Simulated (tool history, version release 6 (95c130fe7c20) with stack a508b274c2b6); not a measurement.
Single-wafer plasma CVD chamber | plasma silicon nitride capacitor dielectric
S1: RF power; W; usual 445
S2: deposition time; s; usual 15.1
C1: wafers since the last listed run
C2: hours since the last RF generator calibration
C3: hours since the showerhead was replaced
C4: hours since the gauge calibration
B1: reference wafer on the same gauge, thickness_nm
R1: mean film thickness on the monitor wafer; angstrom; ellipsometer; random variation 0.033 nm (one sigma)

run     day   S1    S2   C1      C2      C3     C4      B1      R1
  1       0  445  15.1    0  1726.1  7389.4    374  18.998  217.03
  2   0.271  445  15.1  251  1732.6  7395.9  380.5  18.996  216.34
  3   0.788  445  15.1  480    1745  7408.3  392.9  19.003  217.23
  4   1.325  445  15.1  499  1757.9  7421.2  405.8  19.003  216.79
  5   1.654  445  15.1  306  1765.8  7429.1  413.7  18.997  216.83
  6   1.975  445  15.7  298  1773.5  7436.8  421.4  19.001  225.05
  7   2.633  445  15.7  612  1789.3  7452.6  437.2  19.008  226.08
  8   2.929  445  15.7  275  1796.4  7459.7  444.3  19.004  224.66
  9   3.354  445  15.1  395  1806.6  7469.9  454.5  19.005  216.79
 10   4.046  445  15.1  643  1823.2  7486.5  471.1  19.004  216.56
 11   4.408  445  15.1  337  1831.9  7495.2  479.8  18.998  215.97
 12   4.804  445  15.1  368  1841.4  7504.7  489.3  18.999  216.53
 13   5.196  445  15.1  364  1850.8  7514.1  498.7  18.998  216.13
 14   5.871  445  15.1  627    1867  7530.3  514.9  19.002  216.09
      6.038  -- gauge calibrated
 15     6.6  445  15.1  678  1884.5  7547.8   13.5      19  216.05
 16     7.2  445  15.1  558  1898.9  7562.2   27.9  18.999  215.91
 17   7.454  445  15.1  236    1905  7568.3     34  18.993  216.33
 18   7.912  445  15.1  426    1916  7579.3     45      19  216.18
      8.271  -- RF generator calibrated
 19   8.292  425  17.3   42     0.5  7588.4   54.1  18.995  251.75
 20   8.504  480  13.5  197     5.6  7593.5   59.2  18.997  203.42
 21   8.783  445  15.1  259    12.3  7600.2   65.9  19.002  222.45
 22   9.512  445  15.1  678    29.8  7617.7   83.4  18.999  222.72
 23   9.829  445  15.1  294    37.4  7625.3     91      19  222.92
 24  10.133  525  15.1  282    44.7  7632.6   98.3  19.003  233.85
 25  10.621  510  15.1  453    56.4  7644.3    110  19.002  231.76
 26  11.117  445  15.7  461    68.3  7656.2  121.9  18.995  231.51
 27  11.817  445  17.5  651    85.1    7673  138.7  19.003  257.98
 28    12.1  445  15.1  263    91.9  7679.8  145.5  19.009   223.4
 29  12.762  500  13.5  616   107.8  7695.7  161.4  18.995  205.84
 30  13.342  385  15.1  538   121.7  7709.6  175.3  18.997  213.77
 31  13.812  445    14  437     133  7720.9  186.6  18.995  206.45
 32   14.25  415  17.3  406   143.5  7731.4  197.1  18.997  250.03
 33  14.608  445  15.1  333   152.1    7740  205.7  19.002  222.67
 34  15.025  475  13.5  387   162.1    7750  215.7  19.006  202.86
     15.525  -- showerhead replaced
 35  15.546  420  18.1  174   174.6     0.5  228.2  19.002  262.79
 36  15.933  445  15.1  360   183.9     9.8  237.5  19.002  222.57
 37  16.242  445  15.1  286   191.3    17.2  244.9  18.997  222.37
 38    16.9  445  15.1  612   207.1      33  260.7  18.994  222.33
 39  17.471  475  14.3  530   220.8    46.7  274.4  19.001  215.22
 40  17.742  405  13.1  251   227.3    53.2  280.9      19  188.23
 41  18.388  360  13.6  600   242.8    68.7  296.4  18.999  188.47
 42  19.108  515  17.9  670   260.1      86  313.7  18.993  275.39
 43  19.392  360  17.5  263   266.9    92.8  320.5  18.998  242.43
 44  19.829  445  15.1  406   277.4   103.3    331      19  222.24
 45  20.479  420  15.1  604     293   118.9  346.6  19.001  219.12

Some steps in R1 between neighbouring runs. How much of each would the tool show without its hidden state too (settings, what came in, random variation), and how much is left for the hidden state, with any gauge scatter that isn't in both results?
The hidden state here: delivered RF power above the setpoint (%); gauge reads high (%).
Run 5 -> 6: S2 15.1 -> 15.7. R1 +8.22 angstrom: hidden state -0.29, all else +8.51.
Run 8 -> 9: S2 15.7 -> 15.1. R1 -7.87 angstrom: hidden state +0.16, all else -8.03.
Run 18 -> 19: S1 445 -> 425, S2 15.1 -> 17.3, RF generator calibrated. R1 +35.57 angstrom: hidden state +6.89, all else +28.68.
Run 19 -> 20: S1 425 -> 480, S2 17.3 -> 13.5. R1 -48.33 angstrom: hidden state +0.04, all else -48.37.
Run 34 -> 35: S1 475 -> 420, S2 13.5 -> 18.1, showerhead replaced. R1 +59.93 angstrom: hidden state -0.08, all else +60.01.
Run 41 -> 42: S1 360 -> 515, S2 13.6 -> 17.9. R1 +86.92 angstrom: hidden state -0.14, all else +87.06.
